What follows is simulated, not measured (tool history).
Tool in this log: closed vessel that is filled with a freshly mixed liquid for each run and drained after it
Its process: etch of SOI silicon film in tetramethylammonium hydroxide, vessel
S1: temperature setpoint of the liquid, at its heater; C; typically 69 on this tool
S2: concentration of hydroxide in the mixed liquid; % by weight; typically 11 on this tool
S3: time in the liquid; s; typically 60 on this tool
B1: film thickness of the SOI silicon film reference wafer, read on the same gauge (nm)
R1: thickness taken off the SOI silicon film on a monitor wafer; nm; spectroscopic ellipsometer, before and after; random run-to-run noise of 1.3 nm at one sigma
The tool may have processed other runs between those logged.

Run 1, hour 0: usual settings; B1 130.02. Result: R1 365.01 nm.
Run 2, hour 7.7: usual settings; B1 130.02. Result: R1 365.5 nm.
Run 3, hour 22.8: usual settings; B1 130.01. Result: R1 364.51 nm.
Run 4, hour 37.3: usual settings; B1 130. Result: R1 362.8 nm.
Run 5, hour 48.5: usual settings; B1 129.96. Result: R1 362.96 nm.
Run 6, hour 55.3: usual settings; B1 130. Result: R1 364.57 nm.
Run 7, hour 68.5: usual settings; B1 129.99. Result: R1 379.58 nm.
Run 8, hour 79.3: usual settings; B1 129.98. Result: R1 380.06 nm.
Run 9, hour 90.4: usual settings but S3 40 s; B1 130.01. Result: R1 253.14 nm.
Run 10, hour 108.3: usual settings but S3 40 s; B1 129.99. Result: R1 252.84 nm.
Run 11, hour 119: usual settings but S3 40 s; B1 129.98. Result: R1 251.83 nm.
Run 12, hour 125.8: usual settings but S3 70 s; B1 129.98. Result: R1 442.26 nm.
Run 13, hour 142.1: usual settings but S3 70 s; B1 130. Result: R1 442.88 nm.
Run 14, hour 155.8: usual settings but S1 76.5 C, S2 14 % by weight, S3 85 s; B1 130.02. Result: R1 744.41 nm.
Run 15, hour 169.6: usual settings but S1 64.5 C, S2 13 % by weight, S3 35 s; B1 130.02. Result: R1 158 nm.
Run 16, hour 187.3: usual settings but S1 73 C, S3 80 s; B1 130. Result: R1 635.75 nm.
Run 17, hour 196.2: usual settings but S1 65.5 C, S2 13.5 % by weight; B1 130. Result: R1 282.75 nm.
Run 18, hour 202.6: usual settings but S1 66 C, S2 13 % by weight, S3 85 s; B1 129.96. Result: R1 416.64 nm.
Run 19, hour 213: usual settings; B1 129.97. Result: R1 377.26 nm.
Run 20, hour 221.3: usual settings but S2 13 % by weight, S3 40 s; B1 129.98. Result: R1 234.52 nm.
Run 21, hour 228.9: usual settings but S1 62 C, S3 95 s; B1 129.98. Result: R1 389.86 nm.
Run 22, hour 239.4: usual settings; B1 130. Result: R1 376.58 nm.
Run 23, hour 250.2: usual settings but S2 12.5 % by weight; B1 129.99. Result: R1 356.91 nm.
Run 24, hour 257.4: usual settings but S1 67 C, S2 13 % by weight, S3 40 s; B1 130.03. Result: R1 207.96 nm.
Run 25, hour 268.1: usual settings but S1 61 C; B1 130.01. Result: R1 230.22 nm.
Run 26, hour 282.6: usual settings but S3 70 s; B1 130.03. Result: R1 437.1 nm.
Run 27, hour 292.4: usual settings; B1 130.02. Result: R1 376.03 nm.
Run 28, hour 305.4: usual settings but S3 30 s; B1 129.99. Result: R1 187.72 nm.
Run 29, hour 314.4: usual settings; B1 129.99. Result: R1 373.52 nm.
Run 30, hour 366.1: usual settings but S1 61.5 C; B1 129.98. Result: R1 237.02 nm.
Run 31, hour 383.8: usual settings but S1 61.5 C, S2 13.5 % by weight, S3 30 s; B1 129.99. Result: R1 108.96 nm.
Run 32, hour 393.2: usual settings but S2 8 % by weight; B1 130.02. Result: R1 416.71 nm.
Run 33, hour 410.8: usual settings but S1 62.5 C, S2 9 % by weight, S3 45 s; B1 130.01. Result: R1 203.97 nm.

Not shown: 3 entries that the log had between the listed runs. Between which runs, and how does the tool's hidden state differ before and after?
Logged between run 6 and run 7: thermometer replaced (hour 62)
  liquid colder than its thermometer reads (K): 0.881 -> 0.106
  measured value less the no-hidden-state value, R1: -19.49 -> -2.47 nm
Logged between run 9 and run 10: hydroxide flow meter replaced (hour 107.8)
  liquid colder than its thermometer reads (K): 0.13 -> 0.151
  measured value less the no-hidden-state value, R1: -1.95 -> -2.25 nm
Logged between run 13 and run 14: gauge calibrated (hour 153.1)
  liquid colder than its thermometer reads (K): 0.189 -> 0.204
  measured value less the no-hidden-state value, R1: -5 -> -8.47 nm

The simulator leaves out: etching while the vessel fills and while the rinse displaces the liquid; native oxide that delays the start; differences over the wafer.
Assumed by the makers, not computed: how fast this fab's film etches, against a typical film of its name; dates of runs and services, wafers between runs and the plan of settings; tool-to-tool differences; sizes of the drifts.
